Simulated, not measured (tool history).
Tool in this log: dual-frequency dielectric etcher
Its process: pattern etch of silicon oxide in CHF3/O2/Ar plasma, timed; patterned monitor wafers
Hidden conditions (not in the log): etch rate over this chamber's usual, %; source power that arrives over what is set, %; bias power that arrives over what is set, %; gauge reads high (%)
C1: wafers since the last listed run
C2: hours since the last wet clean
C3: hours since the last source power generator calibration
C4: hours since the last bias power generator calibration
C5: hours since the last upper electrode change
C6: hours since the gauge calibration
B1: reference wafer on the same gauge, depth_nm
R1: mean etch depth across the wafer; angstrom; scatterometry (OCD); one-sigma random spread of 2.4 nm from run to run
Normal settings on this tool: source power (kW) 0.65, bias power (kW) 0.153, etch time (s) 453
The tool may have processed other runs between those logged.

{"run": 1, "day": 0.0, "source power (kW)": 0.65, "bias power (kW)": 0.153, "etch time (s)": 453, "C1": 0, "C2": 301.6, "C3": 3523.4, "C4": 1824, "C5": 4733.3, "C6": 93.6, "B1": 943.9, "R1": 9833}
{"run": 2, "day": 0.308, "source power (kW)": 0.65, "bias power (kW)": 0.153, "etch time (s)": 453, "C1": 33, "C2": 309, "C3": 3530.8, "C4": 1831.4, "C5": 4740.7, "C6": 101, "B1": 944.7, "R1": 9839}
{"run": 3, "day": 0.642, "source power (kW)": 0.65, "bias power (kW)": 0.153, "etch time (s)": 453, "C1": 35, "C2": 317, "C3": 3538.8, "C4": 1839.4, "C5": 4748.7, "C6": 109, "B1": 943.6, "R1": 9849}
{"run": 4, "day": 1.262, "source power (kW)": 0.65, "bias power (kW)": 0.153, "etch time (s)": 453, "C1": 66, "C2": 331.9, "C3": 3553.7, "C4": 1854.3, "C5": 4763.6, "C6": 123.9, "B1": 942.2, "R1": 9800}
{"run": 5, "day": 1.525, "source power (kW)": 0.65, "bias power (kW)": 0.153, "etch time (s)": 453, "C1": 28, "C2": 338.2, "C3": 3560, "C4": 1860.6, "C5": 4769.9, "C6": 130.2, "B1": 943.2, "R1": 9852}
{"run": 6, "day": 2.133, "source power (kW)": 0.65, "bias power (kW)": 0.181, "etch time (s)": 453, "C1": 65, "C2": 352.8, "C3": 3574.6, "C4": 1875.2, "C5": 4784.5, "C6": 144.8, "B1": 943.4, "R1": 10470}
{"run": 7, "day": 2.429, "source power (kW)": 0.65, "bias power (kW)": 0.181, "etch time (s)": 453, "C1": 31, "C2": 359.9, "C3": 3581.7, "C4": 1882.3, "C5": 4791.6, "C6": 151.9, "B1": 943.4, "R1": 10467}
{"run": 8, "day": 2.938, "source power (kW)": 0.58, "bias power (kW)": 0.153, "etch time (s)": 453, "C1": 54, "C2": 372.1, "C3": 3593.9, "C4": 1894.5, "C5": 4803.8, "C6": 164.1, "B1": 944.5, "R1": 9557}
{"run": 9, "day": 3.596, "source power (kW)": 0.58, "bias power (kW)": 0.153, "etch time (s)": 453, "C1": 70, "C2": 387.9, "C3": 3609.7, "C4": 1910.3, "C5": 4819.6, "C6": 179.9, "B1": 943.1, "R1": 9625}
{"run": 10, "day": 4.238, "source power (kW)": 0.58, "bias power (kW)": 0.153, "etch time (s)": 453, "C1": 69, "C2": 403.3, "C3": 3625.1, "C4": 1925.7, "C5": 4835, "C6": 195.3, "B1": 942.5, "R1": 9600}
{"run": 11, "day": 4.571, "source power (kW)": 0.65, "bias power (kW)": 0.123, "etch time (s)": 453, "C1": 35, "C2": 411.3, "C3": 3633.1, "C4": 1933.7, "C5": 4843, "C6": 203.3, "B1": 943.1, "R1": 9159}
{"day": 4.912, "done": "source power generator calibrated"}
{"run": 12, "day": 5.062, "source power (kW)": 0.65, "bias power (kW)": 0.153, "etch time (s)": 382, "C1": 34, "C2": 423.1, "C3": 3.6, "C4": 1945.5, "C5": 4854.8, "C6": 215.1, "B1": 942.3, "R1": 8332}
{"run": 13, "day": 5.783, "source power (kW)": 0.65, "bias power (kW)": 0.153, "etch time (s)": 382, "C1": 77, "C2": 440.4, "C3": 20.9, "C4": 1962.8, "C5": 4872.1, "C6": 232.4, "B1": 943.1, "R1": 8380}
{"run": 14, "day": 6.267, "source power (kW)": 0.55, "bias power (kW)": 0.133, "etch time (s)": 525, "C1": 51, "C2": 452, "C3": 32.5, "C4": 1974.4, "C5": 4883.7, "C6": 244, "B1": 943.2, "R1": 10510}
{"run": 15, "day": 6.533, "source power (kW)": 0.79, "bias power (kW)": 0.123, "etch time (s)": 539.5, "C1": 28, "C2": 458.4, "C3": 38.9, "C4": 1980.8, "C5": 4890.1, "C6": 250.4, "B1": 941.3, "R1": 11601}
{"day": 7.762, "done": "upper electrode replaced"}
{"day": 8.246, "done": "wet clean of the chamber"}
{"run": 16, "day": 8.267, "source power (kW)": 0.59, "bias power (kW)": 0.153, "etch time (s)": 453, "C1": 26, "C2": 0.5, "C3": 80.5, "C4": 2022.4, "C5": 12.1, "C6": 292, "B1": 942.6, "R1": 8724}
{"run": 17, "day": 8.288, "source power (kW)": 0.51, "bias power (kW)": 0.183, "etch time (s)": 573.5, "C1": 2, "C2": 1, "C3": 81, "C4": 2022.9, "C5": 12.6, "C6": 292.5, "B1": 943.8, "R1": 11340}
{"run": 18, "day": 8.35, "source power (kW)": 0.65, "bias power (kW)": 0.153, "etch time (s)": 453, "C1": 6, "C2": 2.5, "C3": 82.5, "C4": 2024.4, "C5": 14.1, "C6": 294, "B1": 941.9, "R1": 8945}
{"run": 19, "day": 8.854, "source power (kW)": 0.73, "bias power (kW)": 0.179, "etch time (s)": 453, "C1": 54, "C2": 14.6, "C3": 94.6, "C4": 2036.5, "C5": 26.2, "C6": 306.1, "B1": 942.9, "R1": 9767}
{"day": 9.55, "done": "gauge calibrated"}
{"day": 9.783, "done": "bias power generator calibrated"}
{"day": 10.096, "done": "wet clean of the chamber, repeated, since the last time left the tool worse"}
{"run": 20, "day": 10.433, "source power (kW)": 0.72, "bias power (kW)": 0.153, "etch time (s)": 453, "C1": 118, "C2": 8.1, "C3": 132.5, "C4": 15.6, "C5": 64.1, "C6": 21.2, "B1": 942.5, "R1": 9917}
{"run": 21, "day": 12.208, "source power (kW)": 0.52, "bias power (kW)": 0.121, "etch time (s)": 517, "C1": 190, "C2": 50.7, "C3": 175.1, "C4": 58.2, "C5": 106.7, "C6": 63.8, "B1": 943.7, "R1": 9598}
{"run": 22, "day": 12.596, "source power (kW)": 0.52, "bias power (kW)": 0.121, "etch time (s)": 517, "C1": 41, "C2": 60, "C3": 184.4, "C4": 67.5, "C5": 116, "C6": 73.1, "B1": 943, "R1": 9622}
{"run": 23, "day": 12.871, "source power (kW)": 0.65, "bias power (kW)": 0.153, "etch time (s)": 453, "C1": 29, "C2": 66.6, "C3": 191, "C4": 74.1, "C5": 122.6, "C6": 79.7, "B1": 943, "R1": 9697}
{"run": 24, "day": 13.267, "source power (kW)": 0.65, "bias power (kW)": 0.165, "etch time (s)": 453, "C1": 42, "C2": 76.1, "C3": 200.5, "C4": 83.6, "C5": 132.1, "C6": 89.2, "B1": 942.9, "R1": 9971}
{"run": 25, "day": 13.975, "source power (kW)": 0.65, "bias power (kW)": 0.177, "etch time (s)": 453, "C1": 76, "C2": 93.1, "C3": 217.5, "C4": 100.6, "C5": 149.1, "C6": 106.2, "B1": 942.5, "R1": 10251}
{"run": 26, "day": 14.329, "source power (kW)": 0.65, "bias power (kW)": 0.153, "etch time (s)": 453, "C1": 38, "C2": 101.6, "C3": 226, "C4": 109.1, "C5": 157.6, "C6": 114.7, "B1": 943.5, "R1": 9679}
{"run": 27, "day": 15.008, "source power (kW)": 0.65, "bias power (kW)": 0.153, "etch time (s)": 410.5, "C1": 73, "C2": 117.9, "C3": 242.3, "C4": 125.4, "C5": 173.9, "C6": 131, "B1": 944.2, "R1": 8822}

Forecast each of these 5 alternatives for the next run:
{"run": "A", "day": 15.029, "source power (kW)": 0.65, "bias power (kW)": 0.153, "etch time (s)": 418.5, "C1": 2, "C2": 118.4, "C3": 242.8, "C4": 125.9, "C5": 174.4, "C6": 131.5, "B1": "?", "R1": "?"}
{"run": "B", "day": 15.029, "source power (kW)": 0.72, "bias power (kW)": 0.153, "etch time (s)": 410, "C1": 2, "C2": 118.4, "C3": 242.8, "C4": 125.9, "C5": 174.4, "C6": 131.5, "B1": "?", "R1": "?"}
{"run": "C", "day": 15.029, "source power (kW)": 0.65, "bias power (kW)": 0.166, "etch time (s)": 351.5, "C1": 2, "C2": 118.4, "C3": 242.8, "C4": 125.9, "C5": 174.4, "C6": 131.5, "B1": "?", "R1": "?"}
{"run": "D", "day": 15.029, "source power (kW)": 0.61, "bias power (kW)": 0.121, "etch time (s)": 564, "C1": 2, "C2": 118.4, "C3": 242.8, "C4": 125.9, "C5": 174.4, "C6": 131.5, "B1": "?", "R1": "?"}
{"run": "E", "day": 15.029, "source power (kW)": 0.71, "bias power (kW)": 0.153, "etch time (s)": 551, "C1": 2, "C2": 118.4, "C3": 242.8, "C4": 125.9, "C5": 174.4, "C6": 131.5, "B1": "?", "R1": "?"}

run=A B1=943.1 R1=8991
run=B B1=943.1 R1=9061
run=C B1=943.1 R1=7772
run=D B1=943.1 R1=10980
run=E B1=943.1 R1=12130
The same runs, with their run-to-run variation unchanged, on a tool lacking any hidden condition would have given:
run=A R1=8888
run=B R1=8958
run=C R1=7684
run=D R1=10855
run=E R1=11992
